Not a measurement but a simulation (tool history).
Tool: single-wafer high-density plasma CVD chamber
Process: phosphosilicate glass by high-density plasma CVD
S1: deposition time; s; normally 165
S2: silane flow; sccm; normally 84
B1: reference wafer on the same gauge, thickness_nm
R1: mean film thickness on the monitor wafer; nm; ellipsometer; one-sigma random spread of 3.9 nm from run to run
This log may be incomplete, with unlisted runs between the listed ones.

Run 1, hour 0.0: usual settings but S2 95 sccm; B1 1429.646. Result: R1 1423.607 nm.
Run 2, hour 58.0: usual settings but S2 95 sccm; B1 1429.796. Result: R1 1429.141 nm.
Run 3, hour 98.3: usual settings but S2 95 sccm; B1 1429.852. Result: R1 1426.918 nm.
Run 4, hour 141.6: usual settings but S1 148 s; B1 1429.443. Result: R1 1155.055 nm.
Run 5, hour 189.9: usual settings but S1 148 s; B1 1430.289. Result: R1 1152.946 nm.
Run 6, hour 227.2: usual settings but S1 148 s; B1 1428.235. Result: R1 1148.243 nm.
Run 7, hour 394.4: usual settings but S1 140 s, S2 90 sccm; B1 1429.944. Result: R1 1154.301 nm.
Run 8, hour 466.4: usual settings but S1 150 s; B1 1429.815. Result: R1 1165.882 nm.
Run 9, hour 495.4: usual settings but S1 150 s; B1 1431.049. Result: R1 1161.007 nm.
Run 10, hour 537.6: usual settings but S1 150 s; B1 1429.346. Result: R1 1165.271 nm.
Run 11, hour 596.6: usual settings but S2 94 sccm; B1 1429.888. Result: R1 1396.262 nm.
Run 12, hour 649.1: usual settings but S1 181 s; B1 1429.317. Result: R1 1399.721 nm.
At hour 661.8: gauge calibrated.
Run 13, hour 695.3: usual settings; B1 1428.444. Result: R1 1275.761 nm.
Run 14, hour 764.5: usual settings; B1 1429.193. Result: R1 1268.635 nm.
Run 15, hour 798.1: usual settings; B1 1430.191. Result: R1 1281.166 nm.
Run 16, hour 857.0: usual settings; B1 1429.614. Result: R1 1272.596 nm.
Run 17, hour 897.1: usual settings; B1 1428.439. Result: R1 1269.645 nm.
Run 18, hour 960.6: usual settings; B1 1430.563. Result: R1 1264.764 nm.
Run 19, hour 1028.5: usual settings but S1 142 s; B1 1430.856. Result: R1 1090.526 nm.
Run 20, hour 1065.6: usual settings but S2 92 sccm; B1 1430.365. Result: R1 1372.851 nm.
Run 21, hour 1106.0: usual settings but S2 94 sccm; B1 1429.836. Result: R1 1396.752 nm.
Run 22, hour 1141.8: usual settings but S1 152 s, S2 91 sccm; B1 1431.668. Result: R1 1251.536 nm.
Run 23, hour 1212.9: usual settings but S1 156 s, S2 91 sccm; B1 1428.319. Result: R1 1272.781 nm.
Run 24, hour 1282.8: usual settings; B1 1427.850. Result: R1 1270.190 nm.
Run 25, hour 1333.4: usual settings but S1 155 s, S2 94 sccm; B1 1431.091. Result: R1 1305.361 nm.
At hour 1359.7: silane flow controller replaced.
Run 26, hour 1387.5: usual settings; B1 1429.432. Result: R1 1295.732 nm.
Run 27, hour 1441.4: usual settings but S1 178 s; B1 1430.578. Result: R1 1388.848 nm.
Run 28, hour 1483.0: usual settings but S1 189 s, S2 69 sccm; B1 1431.233. Result: R1 1262.268 nm.
Run 29, hour 1537.5: usual settings but S2 94 sccm; B1 1428.649. Result: R1 1422.792 nm.

Expected results for the next run?
Run 30, hour 1587.2: usual settings but S2 91 sccm; B1 ?. Result: R1 ?.

{"run 30": {"B1": 1429.746, "R1": 1387.712}}
If the tool had no hidden condition, the same run with the same run-to-run variation would have returned R1 1390.757 nm.
